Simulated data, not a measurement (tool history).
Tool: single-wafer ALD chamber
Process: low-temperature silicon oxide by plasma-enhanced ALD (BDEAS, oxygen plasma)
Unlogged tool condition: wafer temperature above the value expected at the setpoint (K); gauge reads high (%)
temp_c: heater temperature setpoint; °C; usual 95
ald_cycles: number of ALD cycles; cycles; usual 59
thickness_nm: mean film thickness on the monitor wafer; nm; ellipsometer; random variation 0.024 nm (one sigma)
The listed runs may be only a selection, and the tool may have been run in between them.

run    hour  temp_c  ald_cycles  wafers since the last listed run  hours since the last thermocouple change  hours since the gauge calibration  read-back reference wafer on the same gauge, thickness_nm  thickness_nm
  1     0.0      95          59                                 0                                    1728.4                              465.5                                                      9.589         8.529
  2    40.3      95          59                               217                                    1768.7                              505.8                                                      9.601         8.532
  3    79.4      95          59                               210                                    1807.8                              544.9                                                      9.586         8.563
  4   123.5      95          59                               237                                    1851.9                              589.0                                                      9.590         8.583
  5   256.9      95          59                               718                                    1985.3                              722.4                                                      9.587         8.582
  6   288.0     106          59                               167                                    2016.4                              753.5                                                      9.587         8.299
  7   324.9     106          59                               198                                    2053.3                              790.4                                                      9.589         8.268
  8   385.0     106          59                               323                                    2113.4                              850.5                                                      9.590         8.273
  9   437.5     105          59                               282                                    2165.9                              903.0                                                      9.590         8.255
 10   481.7      95          66                               238                                    2210.1                              947.2                                                      9.598         9.583
 11   533.7      95          66                               280                                    2262.1                              999.2                                                      9.600         9.562
 12   595.7      95          66                               333                                    2324.1                             1061.2                                                      9.592         9.536
 13   646.9      84          62                               275                                    2375.3                             1112.4                                                      9.588         9.269
 14   699.8     103          65                               284                                    2428.2                             1165.3                                                      9.598         9.195
      744.8  -- thermocouple changed; heater temperature recalibrated
 15   769.7     103          65                               333                                      24.9                             1235.2                                                      9.582         9.251
 16   841.6     103          65                               387                                      96.8                             1307.1                                                      9.601         9.287
 17   882.2      95          59                               218                                     137.4                             1347.7                                                      9.588         8.685
 18   949.9      95          59                               364                                     205.1                             1415.4                                                      9.591         8.636
 19  1016.5      95          59                               358                                     271.7                             1482.0                                                      9.589         8.648
 20  1042.9      95          59                               142                                     298.1                             1508.4                                                      9.584         8.687
 21  1104.8      95          59                               333                                     360.0                             1570.3                                                      9.584         8.670
     1141.9  -- thermocouple changed; heater temperature recalibrated, repeated, since the last time left the tool worse
 22  1153.5      95          59                               219                                      11.6                             1619.0                                                      9.593         8.477
 23  1205.6     107          59                               280                                      63.7                             1671.1                                                      9.598         8.254
 24  1239.1      81          48                               180                                      97.2                             1704.6                                                      9.598         7.208

For run 25, what comes out?
 25  1298.9      95          59                               322                                     157.0                             1764.4                                                          ?             ?

read-back reference wafer on the same gauge, thickness_nm: 9.586
thickness_nm: 8.487 nm
The same run, on a tool lacking any hidden state, would have yielded thickness_nm 8.463 nm.

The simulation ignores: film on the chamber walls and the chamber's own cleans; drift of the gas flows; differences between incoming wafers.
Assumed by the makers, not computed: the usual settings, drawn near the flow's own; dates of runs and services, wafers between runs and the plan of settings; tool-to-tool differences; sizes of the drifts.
